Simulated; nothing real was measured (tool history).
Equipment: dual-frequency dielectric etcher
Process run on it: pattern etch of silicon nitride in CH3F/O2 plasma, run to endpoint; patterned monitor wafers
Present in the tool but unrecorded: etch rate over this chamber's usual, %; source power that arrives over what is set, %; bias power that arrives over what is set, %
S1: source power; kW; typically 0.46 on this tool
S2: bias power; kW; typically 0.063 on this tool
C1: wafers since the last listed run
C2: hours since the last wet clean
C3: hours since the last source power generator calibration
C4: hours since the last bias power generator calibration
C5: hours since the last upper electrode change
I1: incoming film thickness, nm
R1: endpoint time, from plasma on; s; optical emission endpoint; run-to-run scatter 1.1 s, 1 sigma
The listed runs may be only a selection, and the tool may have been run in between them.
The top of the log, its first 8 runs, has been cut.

run    hour    S1     S2    C1     C2      C3      C4      C5     I1     R1
  9   413.7  0.46  0.063   267     28  1122.2  1936.9  6297.9  112.1  120.8
 10   439.3  0.46  0.063   249   53.6  1147.8  1962.5  6323.5  110.6  118.8
 11   463.4  0.46  0.063   234   77.7  1171.9  1986.6  6347.6  111.8  119.3
      514.6  -- upper electrode replaced
 12   516.2  0.46  0.058   280  130.5  1224.7  2039.4     1.6  111.8  129.3
 13   582.5  0.46  0.055   645  196.8    1291  2105.7    67.9  112.4    131
 14   647.5  0.46  0.055   633  261.8    1356  2170.7   132.9  112.1  133.6
 15   715.7  0.46  0.055   664    330  1424.2  2238.9   201.1  111.2  130.9
 16   749.3  0.49  0.056   327  363.6  1457.8  2272.5   234.7  111.2  128.8
      772.2  -- bias power generator calibrated
 17     780  0.38  0.063   260  394.3  1488.5     7.8   265.4  112.5  133.6
      828.1  -- source power generator calibrated
      834.7  -- wet clean of the chamber
 18   835.2  0.55  0.072   434    0.5     7.1      63   320.6  112.7  107.4
 19   854.9  0.46  0.063   191   20.2    26.8    82.7   340.3    112  121.3
 20   880.5  0.42  0.074   249   45.8    52.4   108.3   365.9  111.5  114.9
 21   908.9  0.35   0.07   276   74.2    80.8   136.7   394.3    112    124
 22   949.9  0.35  0.068   399  115.2   121.8   177.7   435.3  111.5  127.2
 23   987.7  0.52  0.056   368    153   159.6   215.5   473.1  112.6  124.1
 24  1022.4   0.5  0.073   338  187.7   194.3   250.2   507.8  110.6  111.4
 25  1047.9  0.46  0.063   248  213.2   219.8   275.7   533.3  111.8  123.9
 26    1228  0.56   0.07  1754  393.3   399.9   455.8   713.4  113.1  116.5
     1274.5  -- wet clean of the chamber
 27    1275   0.5  0.078   224    0.5   446.9   502.8   760.4    112  107.8
 28  1325.9  0.46  0.063   495   51.4   497.8   553.7   811.3  112.3  123.4
 29  1368.5  0.52  0.049   415     94   540.4   596.3   853.9  111.1  128.9
 30  1429.7  0.35  0.063   596  155.2   601.6   657.5   915.1    111  132.9
 31  1552.5  0.36  0.048  1196    278   724.4   780.3  1037.9  111.7  146.9
 32  1589.5  0.39  0.067   360    315   761.4   817.3  1074.9    112    127
 33  1627.3  0.56  0.071   368  352.8   799.2   855.1  1112.7  112.6  115.5

5 options for the next run, each taken on its own from the tool as it stands now. Forecast them:
  A  1627.8  0.37  0.063   4  353.3  799.7  855.6  1113.2  111.2   ?
  B  1627.8  0.42   0.05   4  353.3  799.7  855.6  1113.2  111.2   ?
  C  1627.8  0.57  0.051   4  353.3  799.7  855.6  1113.2  111.2   ?
  D  1627.8   0.5  0.054   4  353.3  799.7  855.6  1113.2  111.2   ?
  E  1627.8  0.34  0.068   4  353.3  799.7  855.6  1113.2  111.2   ?

run     R1
  A  133.6
  B  142.5
  C  129.5
  D  131.4
  E    132
Take away the tool's hidden state, keep each run's random variation, and the runs would have read:
run     R1
  A    128
  B  136.5
  C  124.1
  D    126
  E  126.5
